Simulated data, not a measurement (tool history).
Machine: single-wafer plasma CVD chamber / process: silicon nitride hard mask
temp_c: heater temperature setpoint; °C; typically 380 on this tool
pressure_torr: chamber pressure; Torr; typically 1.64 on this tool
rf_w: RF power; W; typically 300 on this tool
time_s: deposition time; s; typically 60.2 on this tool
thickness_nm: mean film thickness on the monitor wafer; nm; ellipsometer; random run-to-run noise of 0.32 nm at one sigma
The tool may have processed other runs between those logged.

run,hour,temp_c,pressure_torr,rf_w,time_s,wafers since the last listed run,hours since the last thermocouple change,hours since the last RF generator calibration,hours since the last manometer calibration,hours since the showerhead was replaced,hours since the gauge calibration,"read-back reference wafer on the same gauge, thickness_nm",thickness_nm
1,0,380,1.64,300,60.2,0,2215.9,95.3,308.1,4089.4,2430.4,68.965,62.388
2,66.3,380,1.64,300,60.2,1024,2282.2,161.6,374.4,4155.7,2496.7,69.041,61.878
3,158.1,368,1.64,300,60.2,1418,2374,253.4,466.2,4247.5,2588.5,68.91,62.319
4,205.2,393,1.64,300,56,727,2421.1,300.5,513.3,4294.6,2635.6,69.06,56.809
5,300.7,380,2.02,300,60.2,1475,2516.6,396,608.8,4390.1,2731.1,68.978,65.989
# hour 304.4: gauge calibrated
6,341.7,385,1.64,285,60.2,633,2557.6,437,649.8,4431.1,37.3,69.009,59.518
7,393.7,380,1.43,300,69.5,803,2609.6,489,701.8,4483.1,89.3,69.073,67.434
8,459.5,369,1.64,300,60.2,1016,2675.4,554.8,767.6,4548.9,155.1,68.92,62.162
# hour 543.4: thermocouple changed; heater temperature recalibrated
9,550.6,380,1.64,300,60.2,1284,7.2,645.9,858.7,4640,246.2,68.9,62.532
10,604.4,395,1.87,300,60.2,831,61,699.7,912.5,4693.8,300,69.043,64.119
11,663.6,380,1.64,300,60.2,914,120.2,758.9,971.7,4753,359.2,69.002,62.194
12,710.4,380,1.64,300,60.2,723,167,805.7,1018.5,4799.8,406,68.902,62.296
13,770.7,370,1.94,255,64.7,931,227.3,866,1078.8,4860.1,466.3,68.981,62.698
# hour 850.8: RF generator calibrated
14,859.5,380,1.64,300,60.2,1248,316.1,8.7,1167.6,4948.9,555.1,68.95,62.481
15,957.6,380,1.64,300,60.2,1516,414.2,106.8,1265.7,5047,653.2,69.131,61.573
# hour 976: capacitance manometer re-zeroed and calibrated
# hour 1013.4: showerhead replaced
16,1013.9,380,1.26,300,60.2,622,470.5,163.1,37.9,0.5,709.5,68.942,55.161
17,1102.5,366,1.41,300,67.6,1369,559.1,251.7,126.5,89.1,798.1,68.934,66.279
18,1166.6,380,1.64,300,60.2,990,623.2,315.8,190.6,153.2,862.2,68.924,61.874
19,1237.4,380,1.42,300,69.9,1094,694,386.6,261.4,224,933,69.089,68.205
20,1309.9,380,1.64,275,60.2,1120,766.5,459.1,333.9,296.5,1005.5,69.027,57.882
21,1362.9,380,1.64,300,56.6,819,819.5,512.1,386.9,349.5,1058.5,68.841,57.817
22,1451.8,393,1.64,300,60.2,1373,908.4,601,475.8,438.4,1147.4,68.867,60.892
23,1541.2,389,1.36,315,60.2,1381,997.8,690.4,565.2,527.8,1236.8,68.85,59.372
24,1617.9,380,1.64,320,60.2,1185,1074.5,767.1,641.9,604.5,1313.5,69.06,64.135
25,1718.2,380,1.64,300,60.2,1550,1174.8,867.4,742.2,704.8,1413.8,69.11,61.534
26,1763.3,380,1.26,330,71.2,696,1219.9,912.5,787.3,749.9,1458.9,69.009,70.047
27,1802.2,390,1.64,300,67.9,601,1258.8,951.4,826.2,788.8,1497.8,69.048,69.529
# hour 1851.9: RF generator calibrated
28,1872.7,380,1.64,300,54.6,965,1329.3,20.8,896.7,859.3,1568.3,68.921,56.445

Hidden condition of the tool, last listed run before each entry between runs versus first listed run after:
In the gap between runs 5 and 6: gauge calibrated (hour 304.4)
  nothing in the hidden state changes from one run to the other
In the gap between runs 8 and 9: thermocouple changed; heater temperature recalibrated (hour 543.4)
  nothing in the hidden state changes from one run to the other
In the gap between runs 13 and 14: RF generator calibrated (hour 850.8)
  nothing in the hidden state changes from one run to the other
In the gap between runs 15 and 16: capacitance manometer re-zeroed and calibrated (hour 976); showerhead replaced (hour 1013.4)
  nothing in the hidden state changes from one run to the other
In the gap between runs 27 and 28: RF generator calibrated (hour 1851.9)
  nothing in the hidden state changes from one run to the other
